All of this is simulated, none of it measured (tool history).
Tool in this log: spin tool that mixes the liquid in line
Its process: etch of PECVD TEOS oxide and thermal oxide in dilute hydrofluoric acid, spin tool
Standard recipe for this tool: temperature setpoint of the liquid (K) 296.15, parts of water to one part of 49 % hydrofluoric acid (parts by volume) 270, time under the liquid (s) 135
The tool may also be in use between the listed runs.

run,day,temperature setpoint of the liquid (K),parts of water to one part of 49 % hydrofluoric acid (parts by volume),time under the liquid (s),wafers since the last listed run,hours since the thermometer was replaced,hours since the hydrofluoric acid flow meter was replaced,hours since the gauge calibration,"read-back film thickness of the PECVD TEOS oxide reference wafer, read on the same gauge (nm)","read-back film thickness of the thermal oxide reference wafer, read on the same gauge (nm)",thickness taken off the PECVD TEOS oxide on a monitor wafer (angstrom),thickness taken off the thermal oxide on a monitor wafer (angstrom)
1,0.000,293.65,270,135,0,889.4,514.2,254.3,89.98,99.960,93.0,16.73
2,4.067,293.65,270,135,973,987.0,611.8,351.9,90.00,99.995,92.9,16.24
# day 5.217: thermometer replaced
3,5.975,296.15,270,160,446,18.2,657.6,397.7,90.03,100.020,119.6,21.23
4,7.625,297.65,270,155,395,57.8,697.2,437.3,90.01,99.975,122.3,21.52
5,10.454,297.65,270,155,677,125.7,765.1,505.2,90.02,99.990,123.0,21.66
6,13.000,293.15,270,75,609,186.8,826.2,566.3,90.01,100.022,50.2,8.68
7,16.367,293.15,270,75,806,267.6,907.0,647.1,89.99,99.994,50.0,8.93
8,20.425,296.15,270,135,971,365.0,1004.4,744.5,90.01,99.988,101.0,17.98
9,23.371,296.15,270,135,705,435.7,1075.1,815.2,90.00,100.002,100.2,18.13
10,25.183,296.15,270,135,433,479.2,1118.6,858.7,90.04,99.993,100.6,17.79
11,27.467,296.15,270,135,546,534.0,1173.4,913.5,89.99,99.978,101.8,18.10
# day 31.004: gauge calibrated
12,31.062,296.15,270,135,860,620.3,1259.7,1.4,89.99,100.008,100.2,17.99
13,33.304,296.15,270,135,536,674.1,1313.5,55.2,89.99,100.037,100.8,17.53
14,35.162,296.15,270,135,444,718.7,1358.1,99.8,89.99,100.007,101.2,17.69
15,39.246,300.15,320,160,977,816.7,1456.1,197.8,90.01,100.007,109.3,19.10
16,43.346,294.65,320,195,981,915.1,1554.5,296.2,90.00,100.012,113.0,19.60
17,45.775,294.65,395,195,581,973.4,1612.8,354.5,90.01,99.969,83.3,15.13
# day 46.596: thermometer replaced
18,49.412,299.65,270,105,860,67.6,1700.1,441.8,89.97,99.978,87.5,15.65
19,53.733,296.15,270,135,1034,171.3,1803.8,545.5,89.98,99.974,99.6,17.93
20,56.304,296.15,270,135,615,233.0,1865.5,607.2,89.97,99.956,101.0,17.82
# day 56.450: hydrofluoric acid flow meter replaced
21,58.508,296.15,175,135,517,285.9,49.4,660.1,90.03,100.016,169.6,30.59
22,61.525,294.65,145,65,722,358.3,121.8,732.5,90.00,100.016,96.9,17.56
23,64.346,299.15,270,110,675,426.0,189.5,800.2,90.01,99.991,91.4,16.24
24,66.512,296.15,270,135,518,478.0,241.5,852.2,90.00,99.982,98.6,17.87
25,68.504,296.15,270,135,476,525.8,289.3,900.0,90.00,99.968,100.4,17.71
26,72.396,294.15,145,105,931,619.2,382.7,993.4,90.02,100.021,154.3,27.21

Forecast each of these 4 alternatives for the next run:
A,72.417,296.15,270,135,4,619.7,383.2,993.9,?,?,?,?
B,72.417,296.15,270,195,4,619.7,383.2,993.9,?,?,?,?
C,72.417,293.65,220,175,4,619.7,383.2,993.9,?,?,?,?
D,72.417,296.15,135,135,4,619.7,383.2,993.9,?,?,?,?

run,"read-back film thickness of the PECVD TEOS oxide reference wafer, read on the same gauge (nm)","read-back film thickness of the thermal oxide reference wafer, read on the same gauge (nm)",thickness taken off the PECVD TEOS oxide on a monitor wafer (angstrom),thickness taken off the thermal oxide on a monitor wafer (angstrom)
A,90.01,99.958,100.0,17.72
B,90.01,99.958,144.4,25.60
C,90.01,99.958,152.3,26.99
D,90.01,99.958,230.5,40.85
The same runs, with their run-to-run variation unchanged, on a tool lacking any hidden condition would have given:
run,thickness taken off the PECVD TEOS oxide on a monitor wafer (angstrom),thickness taken off the thermal oxide on a monitor wafer (angstrom)
A,100.0,17.72
B,144.4,25.60
C,152.3,26.99
D,230.5,40.85
